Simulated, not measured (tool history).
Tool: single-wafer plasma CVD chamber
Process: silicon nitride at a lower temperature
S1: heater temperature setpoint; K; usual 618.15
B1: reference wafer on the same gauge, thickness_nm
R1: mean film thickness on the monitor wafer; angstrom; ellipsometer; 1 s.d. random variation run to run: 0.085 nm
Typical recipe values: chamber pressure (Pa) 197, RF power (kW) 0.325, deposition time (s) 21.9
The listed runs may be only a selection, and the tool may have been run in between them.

run 1 hour=0 | S1=618.15 chamber_pressure_(Pa)=233 RF_power_(kW)=0.325 deposition_time_(s)=21.9 | B1=20.768 | R1=265.31
run 2 hour=35.7 | S1=618.15 chamber_pressure_(Pa)=233 RF_power_(kW)=0.325 deposition_time_(s)=21.9 | B1=20.798 | R1=267.07
run 3 hour=52.9 | S1=618.15 chamber_pressure_(Pa)=233 RF_power_(kW)=0.325 deposition_time_(s)=21.9 | B1=20.824 | R1=268.35
run 4 hour=83.6 | S1=618.15 chamber_pressure_(Pa)=197 RF_power_(kW)=0.325 deposition_time_(s)=21.9 | B1=20.823 | R1=250.01
run 5 hour=161.3 | S1=615.15 chamber_pressure_(Pa)=197 RF_power_(kW)=0.35 deposition_time_(s)=21.9 | B1=20.851 | R1=268.51
run 6 hour=196 | S1=628.15 chamber_pressure_(Pa)=197 RF_power_(kW)=0.325 deposition_time_(s)=21.9 | B1=20.883 | R1=251.2
run 7 hour=231 | S1=628.15 chamber_pressure_(Pa)=197 RF_power_(kW)=0.325 deposition_time_(s)=21.9 | B1=20.848 | R1=250.23
run 8 hour=244.7 | S1=618.15 chamber_pressure_(Pa)=197 RF_power_(kW)=0.325 deposition_time_(s)=21.9 | B1=20.862 | R1=251.91
run 9 hour=260.9 | S1=618.15 chamber_pressure_(Pa)=197 RF_power_(kW)=0.325 deposition_time_(s)=21.9 | B1=20.875 | R1=252.16
-- hour=292.7 showerhead replaced
run 10 hour=293.2 | S1=618.15 chamber_pressure_(Pa)=197 RF_power_(kW)=0.325 deposition_time_(s)=21.9 | B1=20.881 | R1=251.79
-- hour=298.8 gauge calibrated
run 11 hour=315.7 | S1=618.15 chamber_pressure_(Pa)=235 RF_power_(kW)=0.325 deposition_time_(s)=21.9 | B1=20.549 | R1=263.87
run 12 hour=331.8 | S1=618.15 chamber_pressure_(Pa)=235 RF_power_(kW)=0.325 deposition_time_(s)=21.9 | B1=20.624 | R1=265.8
run 13 hour=355.1 | S1=631.15 chamber_pressure_(Pa)=197 RF_power_(kW)=0.325 deposition_time_(s)=23.4 | B1=20.63 | R1=265.26
-- hour=390.1 thermocouple changed; heater temperature recalibrated
run 14 hour=390.6 | S1=618.15 chamber_pressure_(Pa)=197 RF_power_(kW)=0.325 deposition_time_(s)=21.9 | B1=20.712 | R1=249.46
run 15 hour=407.3 | S1=618.15 chamber_pressure_(Pa)=197 RF_power_(kW)=0.325 deposition_time_(s)=21.9 | B1=20.738 | R1=249.75
run 16 hour=431.3 | S1=603.15 chamber_pressure_(Pa)=164 RF_power_(kW)=0.325 deposition_time_(s)=24.9 | B1=20.775 | R1=264.66
run 17 hour=451.7 | S1=618.15 chamber_pressure_(Pa)=197 RF_power_(kW)=0.325 deposition_time_(s)=23.3 | B1=20.809 | R1=265.7
run 18 hour=482.1 | S1=618.15 chamber_pressure_(Pa)=197 RF_power_(kW)=0.325 deposition_time_(s)=21.9 | B1=20.835 | R1=251.85
-- hour=503.9 RF generator calibrated
-- hour=504.5 capacitance manometer re-zeroed and calibrated
run 19 hour=568.3 | S1=618.15 chamber_pressure_(Pa)=197 RF_power_(kW)=0.325 deposition_time_(s)=24.1 | B1=20.892 | R1=276.47
run 20 hour=601.5 | S1=618.15 chamber_pressure_(Pa)=197 RF_power_(kW)=0.355 deposition_time_(s)=21.9 | B1=20.911 | R1=271.13
run 21 hour=628.9 | S1=611.15 chamber_pressure_(Pa)=197 RF_power_(kW)=0.35 deposition_time_(s)=25.3 | B1=20.895 | R1=310.8

The next listed run, before its measurement:
run 22 hour=643.6 | S1=628.15 chamber_pressure_(Pa)=244 RF_power_(kW)=0.295 deposition_time_(s)=21.9 | B1=? | R1=?

B1: 20.902
R1: 250.36 angstrom
Minus the tool's unlogged condition, the same run would have read R1 245.46 angstrom.
